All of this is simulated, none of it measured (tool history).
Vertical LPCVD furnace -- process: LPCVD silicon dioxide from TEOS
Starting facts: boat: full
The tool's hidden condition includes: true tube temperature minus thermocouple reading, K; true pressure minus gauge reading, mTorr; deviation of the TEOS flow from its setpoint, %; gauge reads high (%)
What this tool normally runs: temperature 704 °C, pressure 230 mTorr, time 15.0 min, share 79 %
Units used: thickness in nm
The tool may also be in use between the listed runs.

run	hour	temperature	pressure	time	share	wafers since the last listed run	hours since the last temperature calibration	hours since the pressure gauge was zeroed	hours since the TEOS flow controller was replaced	hours since the gauge calibration	read-back reference wafer on the same gauge, thickness	thickness
1	0.0	704	230	15.0	79	0	645.4	2440.0	4607.9	719.2	106.97	121.87
2	49.3	704	230	15.0	79	1169	694.7	2489.3	4657.2	768.5	107.01	121.74
3	80.8	704	230	15.0	79	747	726.2	2520.8	4688.7	800.0	106.90	122.43
4	136.4	704	230	15.0	79	1318	781.8	2576.4	4744.3	855.6	107.04	122.15
5	172.0	704	230	15.0	79	844	817.4	2612.0	4779.9	891.2	107.06	122.13
6	236.8	713	255	15.0	79	1537	882.2	2676.8	4844.7	956.0	107.06	157.54
7	298.3	713	255	15.0	79	1458	943.7	2738.3	4906.2	1017.5	106.99	158.57
8	339.3	713	255	15.0	79	972	984.7	2779.3	4947.2	1058.5	106.98	157.91
9	376.2	704	230	15.0	79	875	1021.6	2816.2	4984.1	1095.4	107.03	121.87
10	440.2	704	230	15.0	79	1518	1085.6	2880.2	5048.1	1159.4	106.99	121.99
# hour 498.5: pressure gauge zeroed
11	499.0	704	230	15.0	79	825	1144.4	0.5	5106.9	1218.2	106.93	122.62
12	540.8	704	230	15.0	79	991	1186.2	42.3	5148.7	1260.0	107.06	121.45
13	602.1	704	230	15.0	79	1454	1247.5	103.6	5210.0	1321.3	107.03	122.72
14	630.3	704	230	15.0	91	668	1275.7	131.8	5238.2	1349.5	107.01	131.50
# hour 697.8: thermocouples replaced and temperature profile calibrated
15	698.3	704	230	15.0	79	1043	0.5	199.8	5306.2	1417.5	106.93	122.71
16	750.8	704	175	15.0	79	1245	53.0	252.3	5358.7	1470.0	107.03	106.43
17	781.2	704	255	17.5	79	721	83.4	282.7	5389.1	1500.4	107.00	149.58
18	840.9	704	230	15.0	79	1416	143.1	342.4	5448.8	1560.1	107.04	122.83
19	871.1	704	230	15.0	79	716	173.3	372.6	5479.0	1590.3	107.02	122.34
# hour 1004.1: TEOS flow controller replaced
20	1050.1	704	230	15.0	79	3676	352.3	551.6	46.0	1769.3	107.03	122.10
21	1076.3	693	185	15.0	79	621	378.5	577.8	72.2	1795.5	106.97	84.59
22	1118.0	704	230	15.0	79	989	420.2	619.5	113.9	1837.2	107.02	122.06
23	1163.7	709	190	16.5	69	1084	465.9	665.2	159.6	1882.9	107.03	128.15
# hour 1196.4: gauge calibrated
24	1198.5	704	230	15.0	79	825	500.7	700.0	194.4	2.1	106.93	121.99
25	1262.8	704	230	13.0	79	1525	565.0	764.3	258.7	66.4	106.99	106.07
26	1293.5	704	195	18.0	88	728	595.7	795.0	289.4	97.1	107.03	142.82
27	1342.0	713	255	15.0	79	1150	644.2	843.5	337.9	145.6	106.95	158.26
28	1400.5	696	230	15.0	79	1387	702.7	902.0	396.4	204.1	106.97	101.60
29	1457.9	715	265	21.0	89	1361	760.1	959.4	453.8	261.5	107.01	251.22
30	1517.6	704	230	15.0	79	1416	819.8	1019.1	513.5	321.2	106.96	121.81
31	1544.9	716	285	11.0	64	647	847.1	1046.4	540.8	348.5	106.96	117.51
32	1616.0	704	230	17.0	79	1686	918.2	1117.5	611.9	419.6	107.02	138.52

3 options for the next run, each taken on its own from the tool as it stands now. Forecast them:
A	1619.5	704	285	15.0	79	83	921.7	1121.0	615.4	423.1	?	?
B	1619.5	704	230	20.0	79	83	921.7	1121.0	615.4	423.1	?	?
C	1619.5	704	180	15.0	79	83	921.7	1121.0	615.4	423.1	?	?

run	read-back reference wafer on the same gauge, thickness	thickness
A	107.03	136.61
B	107.03	163.63
C	107.03	108.57
What these runs would have given with no unlogged condition in the tool:
run	thickness
A	136.61
B	163.63
C	108.57
